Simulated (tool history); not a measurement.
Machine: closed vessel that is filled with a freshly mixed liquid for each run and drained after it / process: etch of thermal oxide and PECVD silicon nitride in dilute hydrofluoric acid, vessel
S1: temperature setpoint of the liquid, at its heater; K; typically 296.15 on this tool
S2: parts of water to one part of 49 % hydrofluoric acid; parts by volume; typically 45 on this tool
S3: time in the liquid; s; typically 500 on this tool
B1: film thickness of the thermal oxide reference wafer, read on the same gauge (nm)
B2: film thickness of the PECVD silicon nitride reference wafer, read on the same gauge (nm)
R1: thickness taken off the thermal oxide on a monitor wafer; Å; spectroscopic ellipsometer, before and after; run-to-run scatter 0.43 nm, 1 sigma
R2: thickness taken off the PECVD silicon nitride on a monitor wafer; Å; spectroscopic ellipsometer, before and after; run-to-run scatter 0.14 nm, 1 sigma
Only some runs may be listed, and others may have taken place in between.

run	day	S1	S2	S3	B1	B2	R1	R2
1	0	296.15	50	500	140	90	490.3	359
2	1.438	296.15	45	725	140	89.97	795.2	574.5
3	2.883	293.65	45	500	140	90.03	494.9	335.2
4	3.496	296.15	45	270	140	89.99	296.1	214.3
5	4.967	292.65	45	700	139.99	90	663.8	435.5
6	5.6	292.65	45	700	140	89.99	662.9	436.8
7	6.917	292.65	45	700	139.99	90.02	672.8	436.3
# day 7.196: hydrofluoric acid flow meter replaced
8	7.488	296.15	45	500	139.98	90.01	556.2	397.4
9	8.267	296.15	45	500	139.98	89.97	545.6	395
10	9.742	298.15	65	300	140	89.99	243.3	190.5
11	13.954	299.65	35	390	140	89.95	650.5	499.7
12	15.312	296.15	60	500	140	90.03	410.4	301.4
13	16.642	292.15	35	245	139.99	90	297.1	188.1
14	17.238	300.65	25	665	139.99	89.97	1646.2	1261.2
15	17.946	298.65	45	500	140	89.99	610.8	472
16	19.146	296.15	45	500	140.01	89.98	557.9	398.3
17	20.021	296.15	45	500	140	89.96	547.6	395.1
18	20.671	296.15	55	500	140.01	90.01	447.1	327.5
19	22.721	296.15	45	500	139.97	89.98	554.7	396.2
# day 23.746: thermometer replaced
# day 24.075: gauge calibrated
20	24.171	292.65	45	500	140	90.01	475.7	311.6
21	28.392	296.15	30	500	140	89.99	837.3	588.4
22	29.65	296.15	45	500	139.99	90.01	549.3	397.7
23	30.433	298.65	60	380	140	90.03	340.3	268.9
24	30.95	296.15	45	500	139.98	89.99	548.9	396.2
25	31.7	296.15	45	500	140.02	89.97	545.5	399
26	32.583	296.15	40	705	140	90.03	884.3	628.6
27	33.121	299.65	45	500	140	90	643.3	503.5

Each row is a separate what-if for the run after 27, all from the same tool condition, not one after another. Results?
A	33.154	296.15	45	500	?	?	?	?
B	33.154	297.65	40	595	?	?	?	?
C	33.154	296.15	45	590	?	?	?	?

run	B1	B2	R1	R2
A	140.01	90	550.7	396.4
B	140.01	90	789.8	585.8
C	140.01	90	649.8	467.8
With the hidden condition removed and each run's random variation left untouched, the same runs would have given:
run	R1	R2
A	550.7	396.4
B	789.8	585.8
C	649.8	467.8
